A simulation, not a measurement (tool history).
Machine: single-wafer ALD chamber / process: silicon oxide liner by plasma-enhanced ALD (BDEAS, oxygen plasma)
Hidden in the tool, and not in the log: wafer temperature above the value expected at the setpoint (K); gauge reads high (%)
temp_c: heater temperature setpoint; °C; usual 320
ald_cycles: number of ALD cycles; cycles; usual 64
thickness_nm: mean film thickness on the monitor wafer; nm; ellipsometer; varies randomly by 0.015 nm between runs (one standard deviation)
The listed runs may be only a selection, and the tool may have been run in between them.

| run | hour | temp_c | ald_cycles | wafers since the last listed run | hours since the last thermocouple change | hours since the gauge calibration | read-back reference wafer on the same gauge, thickness_nm | thickness_nm |
|---|---|---|---|---|---|---|---|---|
| 1 | 0.0 | 320 | 64 | 0 | 615.1 | 1373.0 | 4.881 | 6.064 |
| 2 | 102.0 | 320 | 64 | 570 | 717.1 | 1475.0 | 4.881 | 6.048 |
| 3 | 204.3 | 320 | 64 | 572 | 819.4 | 1577.3 | 4.876 | 6.041 |
| 4 | 293.5 | 314 | 64 | 498 | 908.6 | 1666.5 | 4.883 | 6.074 |
| 5 | 387.3 | 314 | 64 | 524 | 1002.4 | 1760.3 | 4.878 | 6.089 |
| 6 | 483.3 | 314 | 64 | 536 | 1098.4 | 1856.3 | 4.879 | 6.065 |
| 7 | 534.2 | 320 | 64 | 284 | 1149.3 | 1907.2 | 4.881 | 6.014 |
| 8 | 627.4 | 312 | 64 | 521 | 1242.5 | 2000.4 | 4.878 | 6.109 |
| 9 | 705.3 | 312 | 64 | 435 | 1320.4 | 2078.3 | 4.879 | 6.117 |
| 10 | 759.1 | 312 | 64 | 300 | 1374.2 | 2132.1 | 4.881 | 6.127 |
|  | 804.0 | thermocouple changed; heater temperature recalibrated |
| 11 | 812.8 | 311 | 61 | 255 | 8.8 | 2185.8 | 4.880 | 5.862 |
| 12 | 859.1 | 320 | 64 | 258 | 55.1 | 2232.1 | 4.880 | 6.074 |
| 13 | 907.9 | 320 | 64 | 272 | 103.9 | 2280.9 | 4.881 | 6.085 |
| 14 | 955.5 | 320 | 64 | 266 | 151.5 | 2328.5 | 4.881 | 6.073 |
| 15 | 1035.7 | 320 | 73 | 448 | 231.7 | 2408.7 | 4.882 | 6.923 |
| 16 | 1129.8 | 320 | 73 | 526 | 325.8 | 2502.8 | 4.879 | 6.936 |
| 17 | 1204.7 | 320 | 73 | 418 | 400.7 | 2577.7 | 4.881 | 6.905 |
| 18 | 1249.4 | 330 | 56 | 249 | 445.4 | 2622.4 | 4.878 | 5.209 |
| 19 | 1287.8 | 309 | 71 | 214 | 483.8 | 2660.8 | 4.882 | 6.830 |
| 20 | 1336.4 | 315 | 74 | 271 | 532.4 | 2709.4 | 4.880 | 7.032 |
|  | 1366.1 | gauge calibrated |
| 21 | 1409.3 | 330 | 52 | 407 | 605.3 | 43.2 | 4.878 | 4.843 |
| 22 | 1505.1 | 326 | 64 | 535 | 701.1 | 139.0 | 4.879 | 5.964 |
| 23 | 1604.3 | 320 | 73 | 554 | 800.3 | 238.2 | 4.879 | 6.874 |
| 24 | 1685.0 | 320 | 64 | 451 | 881.0 | 318.9 | 4.880 | 6.042 |
| 25 | 1764.5 | 320 | 55 | 444 | 960.5 | 398.4 | 4.884 | 5.218 |
| 26 | 1869.9 | 330 | 55 | 589 | 1065.9 | 503.8 | 4.880 | 5.130 |
| 27 | 1909.6 | 306 | 64 | 222 | 1105.6 | 543.5 | 4.880 | 6.158 |
|  | 1949.1 | thermocouple changed; heater temperature recalibrated |
| 28 | 1962.8 | 312 | 56 | 252 | 13.7 | 596.7 | 4.880 | 5.404 |
| 29 | 2059.9 | 310 | 73 | 542 | 110.8 | 693.8 | 4.878 | 7.039 |
| 30 | 2137.2 | 327 | 67 | 432 | 188.1 | 771.1 | 4.882 | 6.271 |
| 31 | 2228.3 | 320 | 59 | 509 | 279.2 | 862.2 | 4.878 | 5.568 |
| 32 | 2302.5 | 334 | 53 | 414 | 353.4 | 936.4 | 4.880 | 4.894 |
| 33 | 2362.4 | 326 | 54 | 334 | 413.3 | 996.3 | 4.883 | 5.042 |
| 34 | 2427.9 | 320 | 64 | 366 | 478.8 | 1061.8 | 4.880 | 6.030 |
| 35 | 2478.7 | 320 | 64 | 284 | 529.6 | 1112.6 | 4.878 | 6.060 |

The logged runs with the hidden state left out (each run's random variation unchanged):
| run | thickness_nm |
|---|---|
| 1 | 6.103 |
| 2 | 6.089 |
| 3 | 6.085 |
| 4 | 6.119 |
| 5 | 6.137 |
| 6 | 6.114 |
| 7 | 6.063 |
| 8 | 6.159 |
| 9 | 6.167 |
| 10 | 6.178 |
| 11 | 5.860 |
| 12 | 6.078 |
| 13 | 6.095 |
| 14 | 6.087 |
| 15 | 6.948 |
| 16 | 6.969 |
| 17 | 6.943 |
| 18 | 5.240 |
| 19 | 6.871 |
| 20 | 7.077 |
| 21 | 4.877 |
| 22 | 6.009 |
| 23 | 6.928 |
| 24 | 6.091 |
| 25 | 5.261 |
| 26 | 5.175 |
| 27 | 6.210 |
| 28 | 5.409 |
| 29 | 7.058 |
| 30 | 6.296 |
| 31 | 5.598 |
| 32 | 4.925 |
| 33 | 5.075 |
| 34 | 6.073 |
| 35 | 6.105 |
